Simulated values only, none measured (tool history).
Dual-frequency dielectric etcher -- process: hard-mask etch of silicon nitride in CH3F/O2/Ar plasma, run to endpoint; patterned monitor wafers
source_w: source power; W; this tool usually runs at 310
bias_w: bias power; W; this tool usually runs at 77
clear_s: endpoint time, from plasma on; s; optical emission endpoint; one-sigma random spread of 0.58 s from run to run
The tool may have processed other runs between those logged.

run   hour  source_w  bias_w  incoming incoming film thickness, nm  clear_s
  1    0.0       260      77                                 45.69     78.0
  2   16.6       260      77                                 45.76     77.4
      45.6  -- wet clean of the chamber
  3   46.1       260      77                                 45.92     82.4
  4   65.9       310      77                                 45.64     76.4
  5  173.1       310      77                                 45.90     75.6
  6  190.6       310      77                                 46.22     75.4
  7  223.2       310      77                                 45.78     73.9
  8  254.8       270      77                                 45.94     80.3
  9  271.7       270      77                                 46.06     81.3
     307.3  -- upper electrode replaced
 10  307.8       310      64                                 46.32     81.3
 11  308.1       310      64                                 46.04     79.3
 12  330.3       310      77                                 45.56     74.9
 13  359.8       310      77                                 45.83     74.4
 14  394.3       290      77                                 46.40     77.3
 15  429.6       310      77                                 45.88     73.6
 16  457.4       310      77                                 46.18     74.8
     470.5  -- source power generator calibrated
 17  471.0       280      91                                 45.99     74.0
 18  504.7       310      66                                 46.24     77.8
 19  535.4       280      62                                 45.49     80.7
 20  563.5       240      59                                 45.88     88.3
     610.4  -- wet clean of the chamber
 21  610.9       310      71                                 46.32     77.9
 22  617.5       310      77                                 46.54     76.7
     623.1  -- bias power generator calibrated
 23  652.8       370      77                                 45.65     70.0
 24  681.1       250      69                                 46.29     87.6
 25  699.9       350      86                                 46.10     69.5
 26  722.6       310      77                                 46.62     76.1
 27  743.4       310      63                                 46.25     80.7
 28  757.9       310      77                                 46.02     75.8
 29  779.7       370      66                                 46.02     72.6
 30  796.9       280      77                                 45.86     78.1
 31  831.0       350      91                                 46.92     69.2
 32  849.1       310      77                                 46.17     74.6
 33  874.4       310      90                                 46.09     71.2
 34  895.2       310      77                                 46.14     74.6

Estimate the outcome of run 35 from the log above:
 35  911.7       250      64                                 46.23        ?

clear_s: 86.4 s
The same run, on a tool lacking any hidden state, would have yielded clear_s 88.5 s.
